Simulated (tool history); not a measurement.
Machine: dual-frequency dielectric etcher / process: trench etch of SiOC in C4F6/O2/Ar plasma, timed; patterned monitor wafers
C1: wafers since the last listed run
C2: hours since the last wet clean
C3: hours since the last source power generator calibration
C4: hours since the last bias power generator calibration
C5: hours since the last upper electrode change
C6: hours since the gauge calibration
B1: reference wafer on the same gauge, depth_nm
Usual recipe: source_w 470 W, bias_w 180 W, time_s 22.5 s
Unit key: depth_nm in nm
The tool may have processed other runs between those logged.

run 1 day=0.000 | source_w=470 bias_w=180 time_s=22.5 | C1=0 C2=192.2 C3=2870.5 C4=3137.2 C5=3564.1 C6=2611.8 | B1=50.57 | depth_nm=48.97
run 2 day=4.362 | source_w=470 bias_w=180 time_s=22.5 | C1=1480 C2=296.9 C3=2975.2 C4=3241.9 C5=3668.8 C6=2716.5 | B1=50.63 | depth_nm=48.99
-- day=7.754 upper electrode replaced
run 3 day=7.775 | source_w=470 bias_w=212 time_s=22.5 | C1=818 C2=378.8 C3=3057.1 C4=3323.8 C5=0.5 C6=2798.4 | B1=50.63 | depth_nm=50.89
-- day=9.912 source power generator calibrated
run 4 day=11.200 | source_w=470 bias_w=212 time_s=22.5 | C1=1105 C2=461.0 C3=30.9 C4=3406.0 C5=82.7 C6=2880.6 | B1=50.57 | depth_nm=51.39
run 5 day=12.771 | source_w=470 bias_w=212 time_s=22.5 | C1=533 C2=498.7 C3=68.6 C4=3443.7 C5=120.4 C6=2918.3 | B1=50.58 | depth_nm=51.69
run 6 day=15.604 | source_w=470 bias_w=180 time_s=22.5 | C1=961 C2=566.7 C3=136.6 C4=3511.7 C5=188.4 C6=2986.3 | B1=50.55 | depth_nm=49.70
run 7 day=19.812 | source_w=470 bias_w=180 time_s=22.5 | C1=1428 C2=667.7 C3=237.6 C4=3612.7 C5=289.4 C6=3087.3 | B1=50.59 | depth_nm=49.62
-- day=21.362 bias power generator calibrated
-- day=22.175 wet clean of the chamber
run 8 day=23.721 | source_w=410 bias_w=180 time_s=22.5 | C1=993 C2=37.1 C3=331.4 C4=56.6 C5=383.2 C6=3181.1 | B1=50.61 | depth_nm=47.90
run 9 day=25.604 | source_w=410 bias_w=180 time_s=22.5 | C1=639 C2=82.3 C3=376.6 C4=101.8 C5=428.4 C6=3226.3 | B1=50.60 | depth_nm=48.02
-- day=27.329 gauge calibrated
run 10 day=27.758 | source_w=470 bias_w=180 time_s=29.0 | C1=731 C2=134.0 C3=428.3 C4=153.5 C5=480.1 C6=10.3 | B1=50.64 | depth_nm=64.01
run 11 day=31.838 | source_w=360 bias_w=138 time_s=17.0 | C1=1384 C2=231.9 C3=526.2 C4=251.4 C5=578.0 C6=108.2 | B1=50.62 | depth_nm=33.54
run 12 day=35.550 | source_w=470 bias_w=180 time_s=19.5 | C1=1259 C2=321.0 C3=615.3 C4=340.5 C5=667.1 C6=197.3 | B1=50.65 | depth_nm=43.04
run 13 day=39.171 | source_w=540 bias_w=144 time_s=25.5 | C1=1228 C2=407.9 C3=702.2 C4=427.4 C5=754.0 C6=284.2 | B1=50.60 | depth_nm=55.98
run 14 day=42.629 | source_w=470 bias_w=180 time_s=22.5 | C1=1173 C2=490.9 C3=785.2 C4=510.4 C5=837.0 C6=367.2 | B1=50.58 | depth_nm=49.48
run 15 day=44.138 | source_w=550 bias_w=140 time_s=22.5 | C1=511 C2=527.1 C3=821.4 C4=546.6 C5=873.2 C6=403.4 | B1=50.61 | depth_nm=49.00
-- day=48.862 wet clean of the chamber
run 16 day=48.883 | source_w=470 bias_w=180 time_s=27.0 | C1=1271 C2=0.5 C3=935.3 C4=660.5 C5=987.1 C6=517.3 | B1=50.57 | depth_nm=59.23
run 17 day=50.962 | source_w=550 bias_w=192 time_s=22.5 | C1=705 C2=50.4 C3=985.2 C4=710.4 C5=1037.0 C6=567.2 | B1=50.59 | depth_nm=52.00
run 18 day=53.142 | source_w=470 bias_w=180 time_s=26.0 | C1=739 C2=102.7 C3=1037.5 C4=762.7 C5=1089.3 C6=619.5 | B1=50.64 | depth_nm=57.07
run 19 day=55.175 | source_w=470 bias_w=180 time_s=26.0 | C1=690 C2=151.5 C3=1086.3 C4=811.5 C5=1138.1 C6=668.3 | B1=50.58 | depth_nm=56.92
run 20 day=59.125 | source_w=360 bias_w=225 time_s=19.5 | C1=1340 C2=246.3 C3=1181.1 C4=906.3 C5=1232.9 C6=763.1 | B1=50.65 | depth_nm=42.07
run 21 day=63.121 | source_w=530 bias_w=180 time_s=22.5 | C1=1356 C2=342.2 C3=1277.0 C4=1002.2 C5=1328.8 C6=859.0 | B1=50.58 | depth_nm=51.07
run 22 day=66.762 | source_w=400 bias_w=222 time_s=27.0 | C1=1235 C2=429.6 C3=1364.4 C4=1089.6 C5=1416.2 C6=946.4 | B1=50.66 | depth_nm=59.42
run 23 day=71.183 | source_w=390 bias_w=149 time_s=26.0 | C1=1500 C2=535.7 C3=1470.5 C4=1195.7 C5=1522.3 C6=1052.5 | B1=50.56 | depth_nm=52.65
run 24 day=75.604 | source_w=470 bias_w=180 time_s=22.5 | C1=1500 C2=641.8 C3=1576.6 C4=1301.8 C5=1628.4 C6=1158.6 | B1=50.58 | depth_nm=49.16
-- day=77.883 wet clean of the chamber
run 25 day=77.904 | source_w=470 bias_w=180 time_s=28.5 | C1=441 C2=0.5 C3=1631.8 C4=1357.0 C5=1683.6 C6=1213.8 | B1=50.61 | depth_nm=62.45
run 26 day=80.238 | source_w=470 bias_w=180 time_s=25.0 | C1=791 C2=56.5 C3=1687.8 C4=1413.0 C5=1739.6 C6=1269.8 | B1=50.54 | depth_nm=54.91
run 27 day=83.412 | source_w=470 bias_w=180 time_s=29.0 | C1=1077 C2=132.7 C3=1764.0 C4=1489.2 C5=1815.8 C6=1346.0 | B1=50.67 | depth_nm=63.58
run 28 day=95.217 | source_w=420 bias_w=151 time_s=18.0 | C1=4005 C2=416.0 C3=2047.3 C4=1772.5 C5=2099.1 C6=1629.3 | B1=50.58 | depth_nm=37.11

Forecast run 29:
run 29 day=99.512 | source_w=510 bias_w=180 time_s=22.5 | C1=1457 C2=519.1 C3=2150.4 C4=1875.6 C5=2202.2 C6=1732.4 | B1=? | depth_nm=?

B1: 50.58
depth_nm: 50.23 nm
On a tool with no hidden condition, and with the same random variation, this run would have come out at depth_nm 50.76 nm.
